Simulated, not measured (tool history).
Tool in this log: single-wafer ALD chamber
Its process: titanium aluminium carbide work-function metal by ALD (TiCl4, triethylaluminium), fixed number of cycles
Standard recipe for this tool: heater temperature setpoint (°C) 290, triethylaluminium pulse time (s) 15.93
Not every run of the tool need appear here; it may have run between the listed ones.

run	hour	heater temperature setpoint (°C)	triethylaluminium pulse time (s)	wafers since the last listed run	hours since the last thermocouple change	hours since the last triethylaluminium bottle change	hours since the showerhead was replaced	hours since the gauge calibration	read-back reference wafer on the same gauge, thickness_nm	mean film thickness on the monitor wafer (nm)
1	0.0	290	19.88	0	2183.3	729.1	2618.6	430.5	1.992	1.818
2	17.5	290	15.93	153	2200.8	746.6	2636.1	448.0	1.988	1.788
3	37.0	290	15.93	170	2220.3	766.1	2655.6	467.5	1.996	1.792
4	70.7	290	15.93	295	2254.0	799.8	2689.3	501.2	1.991	1.802
5	87.7	290	15.93	148	2271.0	816.8	2706.3	518.2	1.992	1.796
6	111.5	290	15.93	208	2294.8	840.6	2730.1	542.0	1.994	1.794
7	137.5	290	15.93	227	2320.8	866.6	2756.1	568.0	1.993	1.796
8	160.1	290	15.93	197	2343.4	889.2	2778.7	590.6	1.989	1.803
9	188.3	290	15.93	246	2371.6	917.4	2806.9	618.8	1.987	1.811
# hour 214.5: gauge calibrated
10	221.1	300	13.00	287	2404.4	950.2	2839.7	6.6	1.990	1.881
11	243.6	300	13.00	196	2426.9	972.7	2862.2	29.1	1.989	1.871
12	272.4	300	13.00	252	2455.7	1001.5	2891.0	57.9	1.989	1.888
13	289.9	290	15.93	153	2473.2	1019.0	2908.5	75.4	1.989	1.808
14	310.2	290	15.93	177	2493.5	1039.3	2928.8	95.7	1.987	1.810
# hour 331.4: triethylaluminium bottle replaced
15	332.5	278	20.20	125	2515.8	1.1	2951.1	118.0	1.989	1.695
16	365.4	279	15.93	287	2548.7	34.0	2984.0	150.9	1.992	1.691
17	469.3	301	15.93	909	2652.6	137.9	3087.9	254.8	1.986	1.923
18	487.3	300	19.98	157	2670.6	155.9	3105.9	272.8	1.995	1.894
# hour 526.3: thermocouple changed; heater temperature recalibrated
19	569.8	290	15.93	652	43.5	238.4	3188.4	355.3	1.991	1.801
20	582.7	277	18.29	112	56.4	251.3	3201.3	368.2	1.994	1.682
21	617.6	290	15.93	305	91.3	286.2	3236.2	403.1	1.991	1.801
22	651.5	283	11.65	296	125.2	320.1	3270.1	437.0	1.985	1.722
23	665.4	290	20.87	121	139.1	334.0	3284.0	450.9	1.990	1.813
# hour 700.4: showerhead replaced
24	700.9	278	13.42	240	174.6	369.5	0.5	486.4	1.991	1.678
25	717.1	290	15.93	141	190.8	385.7	16.7	502.6	1.992	1.795
# hour 748.6: gauge calibrated
26	751.7	282	17.89	302	225.4	420.3	51.3	3.1	1.989	1.738
27	773.8	290	15.93	193	247.5	442.4	73.4	25.2	1.992	1.796
28	793.5	290	13.73	172	267.2	462.1	93.1	44.9	1.992	1.793
29	824.7	297	21.91	273	298.4	493.3	124.3	76.1	1.990	1.867
30	843.8	298	12.57	167	317.5	512.4	143.4	95.2	1.989	1.874
31	873.8	285	15.93	262	347.5	542.4	173.4	125.2	1.989	1.762
32	887.0	290	15.93	115	360.7	555.6	186.6	138.4	1.989	1.803
33	920.6	300	22.22	294	394.3	589.2	220.2	172.0	1.990	1.917

How the hidden state differs across the entries between the runs, from the last listed run before each to the first after it:
Between runs 9 and 10: gauge calibrated (hour 214.5)
  no hidden state differs between the two runs
Between runs 14 and 15: triethylaluminium bottle replaced (hour 331.4)
  no hidden state differs between the two runs
Between runs 18 and 19: thermocouple changed; heater temperature recalibrated (hour 526.3)
  no hidden state differs between the two runs
Between runs 23 and 24: showerhead replaced (hour 700.4)
  no hidden state differs between the two runs
Between runs 25 and 26: gauge calibrated (hour 748.6)
  no hidden state differs between the two runs
